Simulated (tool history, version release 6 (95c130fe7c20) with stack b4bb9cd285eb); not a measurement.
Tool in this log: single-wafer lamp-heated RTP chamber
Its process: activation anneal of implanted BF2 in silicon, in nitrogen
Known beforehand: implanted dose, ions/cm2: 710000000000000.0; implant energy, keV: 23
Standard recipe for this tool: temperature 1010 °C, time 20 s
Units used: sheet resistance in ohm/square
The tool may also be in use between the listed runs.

run	hour	temperature	time	read-back reference wafer on the same gauge, sheet resistance	sheet resistance
1	0	1010	26	188.94	210.53
# hour 35.5: pyrometer window cleaned and pyrometer calibrated
2	58.4	1010	26	188.75	214.59
3	82.7	1010	26	189.16	213.36
4	146.8	1004	20	189.09	220.77
5	195.8	1004	20	188.98	219.09
# hour 231.8: pyrometer window cleaned and pyrometer calibrated
6	233.5	1010	20	188.74	220.21
7	282.9	1010	20	188.8	217.32
8	308.6	1010	20	189.05	217
# hour 319.8: gauge calibrated
# hour 325.1: reflector plate cleaned
9	374.6	1018	11	188.7	218.83
# hour 417.8: pyrometer window cleaned and pyrometer calibrated
10	427.4	1033	29	189.06	201.83
11	483.4	1033	29	188.97	199.97
12	513.8	988	20	188.97	234.65
13	576.3	1010	20	188.87	214.81
# hour 603.3: pyrometer window cleaned and pyrometer calibrated
14	705.9	1010	20	189.11	218.21
15	732.6	1030	28	188.91	201.49
16	767	993	8	188.94	242.53
17	804.1	991	20	188.96	227.77
# hour 828: pyrometer window cleaned and pyrometer calibrated
18	852.4	1010	20	188.68	219.54
19	905.2	1010	28	189.08	211.75
# hour 934.4: reflector plate cleaned
20	949	996	16	189.03	230.93
21	993.1	1037	14	189.17	205.29
# hour 1059.8: pyrometer window cleaned and pyrometer calibrated
22	1063.7	986	20	188.96	239.44

Forecast each of these 4 alternatives for the next run:
A	1064.1	1010	20	?	?
B	1064.1	981	10	?	?
C	1064.1	1032	10	?	?
D	1064.1	1002	20	?	?

run	read-back reference wafer on the same gauge, sheet resistance	sheet resistance
A	189.11	218.9
B	189.11	256.79
C	189.11	215.2
D	189.11	224.94
With no hidden state in the tool, these same runs would have given:
run	sheet resistance
A	219.5
B	257.84
C	215.68
D	225.64

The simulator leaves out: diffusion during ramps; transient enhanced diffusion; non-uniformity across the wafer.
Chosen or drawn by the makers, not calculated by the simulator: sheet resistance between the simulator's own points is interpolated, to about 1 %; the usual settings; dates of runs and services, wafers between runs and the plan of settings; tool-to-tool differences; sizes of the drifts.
